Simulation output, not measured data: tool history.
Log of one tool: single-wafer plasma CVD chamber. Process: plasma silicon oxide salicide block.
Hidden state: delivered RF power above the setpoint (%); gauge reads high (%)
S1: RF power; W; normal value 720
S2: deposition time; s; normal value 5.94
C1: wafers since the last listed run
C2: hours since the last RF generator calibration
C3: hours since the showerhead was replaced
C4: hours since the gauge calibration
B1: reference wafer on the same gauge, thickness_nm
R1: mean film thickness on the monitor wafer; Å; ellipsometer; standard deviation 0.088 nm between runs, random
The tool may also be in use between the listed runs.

run	hour	S1	S2	C1	C2	C3	C4	B1	R1
1	0	815	5.94	0	1789.3	3062.2	134.6	47.987	601.25
2	11.5	815	5.94	302	1800.8	3073.7	146.1	47.946	601
3	17.7	815	5.94	162	1807	3079.9	152.3	47.942	602.08
4	35.5	610	5.94	467	1824.8	3097.7	170.1	47.911	556.84
5	49.2	610	5.94	359	1838.5	3111.4	183.8	47.87	556.56
# hour 71.8: showerhead replaced
6	72.3	720	5.94	396	1861.6	0.5	206.9	47.842	581.67
# hour 76.2: gauge calibrated
7	84.2	720	5.94	312	1873.5	12.4	8	48.188	586.17
8	91.1	855	6.31	181	1880.4	19.3	14.9	48.176	649.46
9	123.1	720	4.95	840	1912.4	51.3	46.9	48.093	486.63
10	133.9	845	5.22	283	1923.2	62.1	57.7	48.09	534.93
# hour 141.9: RF generator calibrated
11	144	770	6.31	55	2.1	72.2	67.8	48.076	630.76
12	155	720	5.94	288	13.1	83.2	78.8	48.029	582.38
13	190.6	720	5.94	935	48.7	118.8	114.4	47.976	581.3
14	198.1	780	7.05	197	56.2	126.3	121.9	47.961	704.67

Here are 3 independent what-if runs from the current tool condition. What would each one return?
A	198.5	720	6.39	10	56.6	126.7	122.3	?	?
B	198.5	780	6.67	10	56.6	126.7	122.3	?	?
C	198.5	720	5.44	10	56.6	126.7	122.3	?	?

run	B1	R1
A	47.986	624.8
B	47.986	666.1
C	47.986	531.91
What these runs would have given with no unlogged condition in the tool:
run	R1
A	627.87
B	669.37
C	534.52
